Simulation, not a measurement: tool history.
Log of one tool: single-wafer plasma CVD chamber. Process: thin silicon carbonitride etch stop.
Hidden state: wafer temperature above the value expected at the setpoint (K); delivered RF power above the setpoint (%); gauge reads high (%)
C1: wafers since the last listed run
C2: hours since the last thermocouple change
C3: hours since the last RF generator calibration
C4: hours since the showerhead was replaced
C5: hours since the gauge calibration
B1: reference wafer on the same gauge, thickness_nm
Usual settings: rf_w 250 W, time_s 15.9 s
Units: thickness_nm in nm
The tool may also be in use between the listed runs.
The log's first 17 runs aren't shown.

At day 59.883: thermocouple changed; heater temperature recalibrated.
Run 18, day 60.204: usual settings but rf_w 290 W, time_s 15.1 s; C1 1067; C2 7.7; C3 196.6; C4 43.1; C5 180.0; B1 11.488. Result: thickness_nm 9.641 nm.
Run 19, day 63.225: usual settings but rf_w 210 W, time_s 13.7 s; C1 2237; C2 80.2; C3 269.1; C4 115.6; C5 252.5; B1 11.487. Result: thickness_nm 8.312 nm.
Run 20, day 67.258: usual settings but rf_w 275 W; C1 2987; C2 177.0; C3 365.9; C4 212.4; C5 349.3; B1 11.492. Result: thickness_nm 10.030 nm.
Run 21, day 70.512: usual settings but rf_w 230 W, time_s 14.3 s; C1 2410; C2 255.1; C3 444.0; C4 290.5; C5 427.4; B1 11.494. Result: thickness_nm 8.765 nm.
Run 22, day 73.271: usual settings but rf_w 230 W, time_s 14.3 s; C1 2043; C2 321.3; C3 510.2; C4 356.7; C5 493.6; B1 11.494. Result: thickness_nm 8.775 nm.
Run 23, day 77.350: usual settings; C1 3021; C2 419.2; C3 608.1; C4 454.6; C5 591.5; B1 11.484. Result: thickness_nm 9.886 nm.
Run 24, day 81.529: usual settings; C1 3095; C2 519.5; C3 708.4; C4 554.9; C5 691.8; B1 11.486. Result: thickness_nm 9.870 nm.
Run 25, day 83.388: usual settings; C1 1376; C2 564.1; C3 753.0; C4 599.5; C5 736.4; B1 11.490. Result: thickness_nm 9.872 nm.
Run 26, day 85.154: usual settings but rf_w 270 W, time_s 12.9 s; C1 1308; C2 606.5; C3 795.4; C4 641.9; C5 778.8; B1 11.487. Result: thickness_nm 8.099 nm.
Run 27, day 86.796: usual settings but time_s 13.8 s; C1 1216; C2 645.9; C3 834.8; C4 681.3; C5 818.2; B1 11.490. Result: thickness_nm 8.536 nm.

The next listed run, before its measurement:
Run 28, day 93.838: usual settings but rf_w 265 W, time_s 18.3 s; C1 5216; C2 814.9; C3 1003.8; C4 850.3; C5 987.2; B1 ?. Result: thickness_nm ?.

{"run 28": {"B1": 11.487, "thickness_nm": 11.452}}
Without the tool's hidden state the same run would have given thickness_nm 11.597 nm.

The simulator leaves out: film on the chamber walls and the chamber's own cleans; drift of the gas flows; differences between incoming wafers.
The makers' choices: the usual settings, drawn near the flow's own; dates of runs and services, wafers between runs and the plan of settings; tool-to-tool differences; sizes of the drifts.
